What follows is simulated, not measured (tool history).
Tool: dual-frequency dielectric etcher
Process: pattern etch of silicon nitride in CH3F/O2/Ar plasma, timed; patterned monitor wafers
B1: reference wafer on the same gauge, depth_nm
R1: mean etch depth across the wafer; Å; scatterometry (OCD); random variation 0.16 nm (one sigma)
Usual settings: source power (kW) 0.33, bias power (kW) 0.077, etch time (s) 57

run 1 hour=0 | source_power_(kW)=0.33 bias_power_(kW)=0.077 etch_time_(s)=57 | B1=36.5 | R1=393.2
-- hour=29.4 wet clean of the chamber
run 2 hour=52.3 | source_power_(kW)=0.33 bias_power_(kW)=0.077 etch_time_(s)=57 | B1=36.48 | R1=393.5
run 3 hour=83.7 | source_power_(kW)=0.33 bias_power_(kW)=0.077 etch_time_(s)=57 | B1=36.5 | R1=392.5
run 4 hour=134.5 | source_power_(kW)=0.33 bias_power_(kW)=0.077 etch_time_(s)=57 | B1=36.57 | R1=396.3
run 5 hour=184.2 | source_power_(kW)=0.33 bias_power_(kW)=0.077 etch_time_(s)=57 | B1=36.56 | R1=393.2
-- hour=211 bias power generator calibrated
run 6 hour=218 | source_power_(kW)=0.33 bias_power_(kW)=0.077 etch_time_(s)=57 | B1=36.58 | R1=393.1
run 7 hour=266.3 | source_power_(kW)=0.33 bias_power_(kW)=0.077 etch_time_(s)=57 | B1=36.63 | R1=395.9
run 8 hour=301.5 | source_power_(kW)=0.27 bias_power_(kW)=0.061 etch_time_(s)=63 | B1=36.61 | R1=356.8
run 9 hour=334 | source_power_(kW)=0.33 bias_power_(kW)=0.077 etch_time_(s)=57 | B1=36.64 | R1=394.5
run 10 hour=371.8 | source_power_(kW)=0.39 bias_power_(kW)=0.077 etch_time_(s)=57 | B1=36.71 | R1=424.1
run 11 hour=428.1 | source_power_(kW)=0.35 bias_power_(kW)=0.093 etch_time_(s)=57 | B1=36.72 | R1=443.5
run 12 hour=486 | source_power_(kW)=0.33 bias_power_(kW)=0.077 etch_time_(s)=57 | B1=36.73 | R1=395.8
run 13 hour=530.5 | source_power_(kW)=0.33 bias_power_(kW)=0.09 etch_time_(s)=64 | B1=36.78 | R1=480.7
run 14 hour=590.3 | source_power_(kW)=0.33 bias_power_(kW)=0.071 etch_time_(s)=43.5 | B1=36.81 | R1=293.1
-- hour=646.2 wet clean of the chamber
-- hour=662.4 upper electrode replaced
run 15 hour=662.9 | source_power_(kW)=0.33 bias_power_(kW)=0.077 etch_time_(s)=57 | B1=36.82 | R1=394.2
run 16 hour=670.7 | source_power_(kW)=0.33 bias_power_(kW)=0.077 etch_time_(s)=57 | B1=36.87 | R1=396.5
-- hour=703.8 gauge calibrated
-- hour=703.9 source power generator calibrated
run 17 hour=736.4 | source_power_(kW)=0.4 bias_power_(kW)=0.077 etch_time_(s)=41 | B1=35.97 | R1=302.4

Forecast run 18:
run 18 hour=786.6 | source_power_(kW)=0.3 bias_power_(kW)=0.061 etch_time_(s)=62.5 | B1=? | R1=?

Run 18 gave B1 35.98, R1 364.4 Å.
Without the tool's hidden state the same run would have given R1 365.9 Å.
